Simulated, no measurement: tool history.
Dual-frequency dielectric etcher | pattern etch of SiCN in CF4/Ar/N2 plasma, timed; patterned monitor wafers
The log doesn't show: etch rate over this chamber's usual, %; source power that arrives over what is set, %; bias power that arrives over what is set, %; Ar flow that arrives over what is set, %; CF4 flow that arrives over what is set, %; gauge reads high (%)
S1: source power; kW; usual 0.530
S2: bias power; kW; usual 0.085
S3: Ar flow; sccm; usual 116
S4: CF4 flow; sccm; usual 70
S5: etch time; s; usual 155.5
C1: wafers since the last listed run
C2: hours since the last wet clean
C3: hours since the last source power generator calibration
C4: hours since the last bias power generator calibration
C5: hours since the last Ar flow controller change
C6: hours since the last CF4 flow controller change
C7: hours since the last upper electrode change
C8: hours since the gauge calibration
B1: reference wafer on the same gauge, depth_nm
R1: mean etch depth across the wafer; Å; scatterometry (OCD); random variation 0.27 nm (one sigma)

run,hour,S1,S2,S3,S4,S5,C1,C2,C3,C4,C5,C6,C7,C8,B1,R1
1,0.0,0.530,0.085,116,70,155.5,0,297.8,2977.1,2661.9,2805.3,4994.9,2192.3,151.9,175.0,1791
# hour 2.9: gauge calibrated
2,11.8,0.530,0.085,116,70,155.5,113,309.6,2988.9,2673.7,2817.1,5006.7,2204.1,8.9,175.0,1788
3,23.3,0.530,0.085,116,70,155.5,110,321.1,3000.4,2685.2,2828.6,5018.2,2215.6,20.4,175.0,1784
4,33.8,0.470,0.085,116,70,155.5,101,331.6,3010.9,2695.7,2839.1,5028.7,2226.1,30.9,175.0,1649
5,48.5,0.470,0.085,116,70,155.5,141,346.3,3025.6,2710.4,2853.8,5043.4,2240.8,45.6,175.0,1646
6,63.8,0.530,0.085,116,70,155.5,147,361.6,3040.9,2725.7,2869.1,5058.7,2256.1,60.9,174.9,1780
# hour 75.5: CF4 flow controller replaced
# hour 78.5: Ar flow controller replaced
# hour 98.9: upper electrode replaced
7,99.4,0.530,0.085,116,70,155.5,58,397.2,3076.5,2761.3,20.9,23.9,0.5,96.5,175.0,1776
8,99.8,0.530,0.085,116,70,155.5,3,397.6,3076.9,2761.7,21.3,24.3,0.9,96.9,175.0,1776
# hour 115.8: source power generator calibrated
# hour 117.4: bias power generator calibrated
# hour 129.6: wet clean of the chamber
9,130.1,0.530,0.085,116,70,155.5,120,0.5,14.3,12.7,51.6,54.6,31.2,127.2,175.0,1820
10,130.5,0.530,0.085,116,70,155.5,3,0.9,14.7,13.1,52.0,55.0,31.6,127.6,175.0,1826
11,138.5,0.490,0.102,100,61,155.5,77,8.9,22.7,21.1,60.0,63.0,39.6,135.6,175.0,1875

Run 12 comes next. What will it give?
12,150.5,0.530,0.085,116,70,155.5,115,20.9,34.7,33.1,72.0,75.0,51.6,147.6,?,?

Run 12 gave B1 175.0, R1 1823 Å.
Without the tool's hidden state the same run would have given R1 1830 Å.
